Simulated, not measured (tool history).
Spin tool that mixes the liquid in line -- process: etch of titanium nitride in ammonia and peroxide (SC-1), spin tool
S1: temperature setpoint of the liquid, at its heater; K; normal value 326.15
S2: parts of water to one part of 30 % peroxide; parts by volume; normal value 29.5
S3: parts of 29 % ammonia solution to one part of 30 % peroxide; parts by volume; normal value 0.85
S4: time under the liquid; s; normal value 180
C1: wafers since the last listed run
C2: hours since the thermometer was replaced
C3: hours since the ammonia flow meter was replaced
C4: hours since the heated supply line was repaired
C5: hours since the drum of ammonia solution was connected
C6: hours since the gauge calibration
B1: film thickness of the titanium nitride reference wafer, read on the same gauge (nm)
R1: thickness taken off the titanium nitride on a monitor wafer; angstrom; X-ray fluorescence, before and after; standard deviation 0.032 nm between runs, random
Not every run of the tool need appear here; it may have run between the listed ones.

Run 1, hour 0.0: usual settings; C1 0; C2 1054.0; C3 852.7; C4 241.1; C5 884.7; C6 1939.7; B1 80.00. Result: R1 59.1 angstrom.
At hour 4.5: new drum of ammonia solution connected, repeated, since the last time left the tool worse.
Run 2, hour 106.7: usual settings; C1 454; C2 1160.7; C3 959.4; C4 347.8; C5 102.2; C6 2046.4; B1 79.97. Result: R1 60.3 angstrom.
Run 3, hour 199.4: usual settings; C1 398; C2 1253.4; C3 1052.1; C4 440.5; C5 194.9; C6 2139.1; B1 79.99. Result: R1 61.1 angstrom.
Run 4, hour 303.6: usual settings but S2 35.0 parts by volume, S4 230 s; C1 447; C2 1357.6; C3 1156.3; C4 544.7; C5 299.1; C6 2243.3; B1 80.05. Result: R1 70.6 angstrom.
Run 5, hour 409.1: usual settings but S2 25.0 parts by volume; C1 453; C2 1463.1; C3 1261.8; C4 650.2; C5 404.6; C6 2348.8; B1 80.01. Result: R1 65.7 angstrom.
Run 6, hour 490.3: usual settings; C1 349; C2 1544.3; C3 1343.0; C4 731.4; C5 485.8; C6 2430.0; B1 80.00. Result: R1 60.9 angstrom.
Run 7, hour 570.5: usual settings but S1 317.15 K, S3 0.65 parts by volume; C1 344; C2 1624.5; C3 1423.2; C4 811.6; C5 566.0; C6 2510.2; B1 79.98. Result: R1 30.4 angstrom.
At hour 598.1: thermometer replaced.
Run 8, hour 649.3: usual settings; C1 334; C2 51.2; C3 1502.0; C4 890.4; C5 644.8; C6 2589.0; B1 79.99. Result: R1 60.4 angstrom.
At hour 689.9: ammonia flow meter replaced.
Run 9, hour 714.3: usual settings but S1 319.15 K; C1 275; C2 116.2; C3 24.4; C4 955.4; C5 709.8; C6 2654.0; B1 80.01. Result: R1 36.7 angstrom.
Run 10, hour 803.1: usual settings but S2 43.5 parts by volume; C1 381; C2 205.0; C3 113.2; C4 1044.2; C5 798.6; C6 2742.8; B1 79.98. Result: R1 48.0 angstrom.
At hour 809.9: new drum of ammonia solution connected.
Run 11, hour 857.0: usual settings; C1 227; C2 258.9; C3 167.1; C4 1098.1; C5 47.1; C6 2796.7; B1 80.00. Result: R1 60.9 angstrom.
At hour 925.7: gauge calibrated.
Run 12, hour 938.7: usual settings but S2 39.0 parts by volume, S3 1.10 parts by volume, S4 270 s; C1 351; C2 340.6; C3 248.8; C4 1179.8; C5 128.8; C6 13.0; B1 80.02. Result: R1 81.8 angstrom.
Run 13, hour 1001.0: usual settings but S1 334.15 K, S4 225 s; C1 267; C2 402.9; C3 311.1; C4 1242.1; C5 191.1; C6 75.3; B1 80.01. Result: R1 128.6 angstrom.
Run 14, hour 1107.7: usual settings; C1 458; C2 509.6; C3 417.8; C4 1348.8; C5 297.8; C6 182.0; B1 79.98. Result: R1 60.7 angstrom.
Run 15, hour 1202.6: usual settings but S1 322.65 K, S2 33.5 parts by volume, S4 75 s; C1 408; C2 604.5; C3 512.7; C4 1443.7; C5 392.7; C6 276.9; B1 79.98. Result: R1 18.3 angstrom.
Run 16, hour 1285.8: usual settings but S1 333.65 K; C1 357; C2 687.7; C3 595.9; C4 1526.9; C5 475.9; C6 360.1; B1 80.01. Result: R1 101.0 angstrom.
Run 17, hour 1343.7: usual settings but S3 0.60 parts by volume; C1 248; C2 745.6; C3 653.8; C4 1584.8; C5 533.8; C6 418.0; B1 79.99. Result: R1 56.4 angstrom.
Run 18, hour 1429.5: usual settings; C1 368; C2 831.4; C3 739.6; C4 1670.6; C5 619.6; C6 503.8; B1 80.02. Result: R1 60.5 angstrom.
At hour 1498.9: new drum of ammonia solution connected.
Run 19, hour 1503.2: usual settings but S1 331.15 K, S4 275 s; C1 312; C2 905.1; C3 813.3; C4 1744.3; C5 4.3; C6 577.5; B1 80.02. Result: R1 130.4 angstrom.
Run 20, hour 1560.4: usual settings; C1 245; C2 962.3; C3 870.5; C4 1801.5; C5 61.5; C6 634.7; B1 80.00. Result: R1 60.3 angstrom.
Run 21, hour 1630.7: usual settings but S2 15.0 parts by volume; C1 302; C2 1032.6; C3 940.8; C4 1871.8; C5 131.8; C6 705.0; B1 79.99. Result: R1 88.5 angstrom.
Run 22, hour 1686.4: usual settings but S1 319.15 K; C1 239; C2 1088.3; C3 996.5; C4 1927.5; C5 187.5; C6 760.7; B1 80.00. Result: R1 37.1 angstrom.
Run 23, hour 1786.8: usual settings but S1 318.15 K; C1 431; C2 1188.7; C3 1096.9; C4 2027.9; C5 287.9; C6 861.1; B1 80.00. Result: R1 34.6 angstrom.
Run 24, hour 1860.8: usual settings but S2 37.5 parts by volume; C1 318; C2 1262.7; C3 1170.9; C4 2101.9; C5 361.9; C6 935.1; B1 80.00. Result: R1 52.6 angstrom.
Run 25, hour 1899.9: usual settings but S2 23.0 parts by volume; C1 168; C2 1301.8; C3 1210.0; C4 2141.0; C5 401.0; C6 974.2; B1 80.01. Result: R1 69.6 angstrom.

3 ways to go on from here, each from the tool as it stands after run 25. What would each give?
Run A, hour 1900.4: usual settings; C1 2; C2 1302.3; C3 1210.5; C4 2141.5; C5 401.5; C6 974.7; B1 ?. Result: R1 ?.
Run B, hour 1900.4: usual settings but S1 334.15 K, S4 290 s; C1 2; C2 1302.3; C3 1210.5; C4 2141.5; C5 401.5; C6 974.7; B1 ?. Result: R1 ?.
Run C, hour 1900.4: usual settings but S2 34.5 parts by volume; C1 2; C2 1302.3; C3 1210.5; C4 2141.5; C5 401.5; C6 974.7; B1 ?. Result: R1 ?.

run     B1     R1
  A  80.01   60.7
  B  80.01  166.9
  C  80.01   55.6
With the hidden condition removed and each run's random variation left untouched, the same runs would have given:
run     R1
  A   61.1
  B  168.1
  C   56.0
